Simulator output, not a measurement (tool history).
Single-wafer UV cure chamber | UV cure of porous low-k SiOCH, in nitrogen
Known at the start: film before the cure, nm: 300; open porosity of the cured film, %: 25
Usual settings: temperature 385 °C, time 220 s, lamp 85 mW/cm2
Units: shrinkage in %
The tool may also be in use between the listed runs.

run 1 hour=0 | temperature=385 time=120 lamp=85 | shrinkage=10.579
run 2 hour=15.9 | temperature=385 time=120 lamp=85 | shrinkage=10.281
run 3 hour=43.6 | temperature=385 time=120 lamp=85 | shrinkage=10.299
-- hour=66.4 quartz window cleaned
run 4 hour=66.9 | temperature=385 time=220 lamp=85 | shrinkage=14.911
run 5 hour=95.9 | temperature=385 time=220 lamp=85 | shrinkage=14.543
run 6 hour=110.3 | temperature=385 time=220 lamp=85 | shrinkage=14.519
run 7 hour=128.7 | temperature=385 time=220 lamp=85 | shrinkage=14.393
run 8 hour=144.5 | temperature=385 time=300 lamp=72 | shrinkage=15.238
run 9 hour=165.6 | temperature=385 time=300 lamp=72 | shrinkage=14.9
run 10 hour=200.7 | temperature=385 time=300 lamp=72 | shrinkage=14.488
run 11 hour=224.7 | temperature=385 time=130 lamp=85 | shrinkage=10.851
run 12 hour=251.6 | temperature=385 time=130 lamp=85 | shrinkage=10.794
run 13 hour=283 | temperature=385 time=130 lamp=85 | shrinkage=10.43
-- hour=291.1 quartz window cleaned
run 14 hour=306.5 | temperature=369 time=220 lamp=85 | shrinkage=13.567
run 15 hour=340.4 | temperature=369 time=220 lamp=85 | shrinkage=13.76
run 16 hour=366.9 | temperature=369 time=220 lamp=85 | shrinkage=13.453
run 17 hour=384.3 | temperature=385 time=315 lamp=85 | shrinkage=16.042
run 18 hour=413.7 | temperature=385 time=310 lamp=115 | shrinkage=17.412
run 19 hour=441.6 | temperature=385 time=220 lamp=85 | shrinkage=13.528
run 20 hour=463.2 | temperature=385 time=220 lamp=85 | shrinkage=13.635
run 21 hour=490.9 | temperature=385 time=220 lamp=85 | shrinkage=13.191
run 22 hour=526.5 | temperature=385 time=220 lamp=85 | shrinkage=13.28
-- hour=549.8 quartz window cleaned
run 23 hour=602.1 | temperature=385 time=155 lamp=52 | shrinkage=9.654
run 24 hour=619 | temperature=385 time=260 lamp=121 | shrinkage=17.087
run 25 hour=647.3 | temperature=385 time=300 lamp=72 | shrinkage=15.22
run 26 hour=677.4 | temperature=385 time=220 lamp=85 | shrinkage=14.128
run 27 hour=692.9 | temperature=401 time=345 lamp=55 | shrinkage=14.368
run 28 hour=725 | temperature=366 time=220 lamp=64 | shrinkage=11.676
run 29 hour=745.5 | temperature=385 time=220 lamp=85 | shrinkage=13.651
-- hour=767.3 UV bulbs replaced
run 30 hour=777.1 | temperature=385 time=220 lamp=108 | shrinkage=14.594
-- hour=808.5 quartz window cleaned
run 31 hour=809 | temperature=385 time=220 lamp=85 | shrinkage=14.475
run 32 hour=825.9 | temperature=375 time=290 lamp=121 | shrinkage=17.597
run 33 hour=846.1 | temperature=399 time=320 lamp=66 | shrinkage=14.945
run 34 hour=881.2 | temperature=396 time=220 lamp=85 | shrinkage=14.598
run 35 hour=905.4 | temperature=385 time=270 lamp=96 | shrinkage=15.535
run 36 hour=919.7 | temperature=385 time=90 lamp=85 | shrinkage=8.965
run 37 hour=943.1 | temperature=385 time=220 lamp=67 | shrinkage=12.426
run 38 hour=962.3 | temperature=368 time=295 lamp=110 | shrinkage=16.955
run 39 hour=981.4 | temperature=368 time=320 lamp=85 | shrinkage=15.081
run 40 hour=1006 | temperature=368 time=220 lamp=85 | shrinkage=13.17
-- hour=1034.7 quartz window cleaned
run 41 hour=1035.2 | temperature=369 time=335 lamp=120 | shrinkage=18.524
run 42 hour=1056.3 | temperature=396 time=125 lamp=85 | shrinkage=11.287
run 43 hour=1113 | temperature=379 time=290 lamp=105 | shrinkage=17.056
run 44 hour=1131.2 | temperature=372 time=105 lamp=52 | shrinkage=7.297

4 ways to go on from here, each from the tool as it stands after run 44. What would each give?
run A hour=1131.6 | temperature=385 time=220 lamp=85 | shrinkage=?
run B hour=1131.6 | temperature=393 time=220 lamp=96 | shrinkage=?
run C hour=1131.6 | temperature=385 time=165 lamp=112 | shrinkage=?
run D hour=1131.6 | temperature=378 time=265 lamp=107 | shrinkage=?

run=A shrinkage=14.009
run=B shrinkage=14.894
run=C shrinkage=13.941
run=D shrinkage=16.274
Without the tool's hidden state the same runs would have given:
run=A shrinkage=14.213
run=B shrinkage=15.101
run=C shrinkage=14.145
run=D shrinkage=16.487

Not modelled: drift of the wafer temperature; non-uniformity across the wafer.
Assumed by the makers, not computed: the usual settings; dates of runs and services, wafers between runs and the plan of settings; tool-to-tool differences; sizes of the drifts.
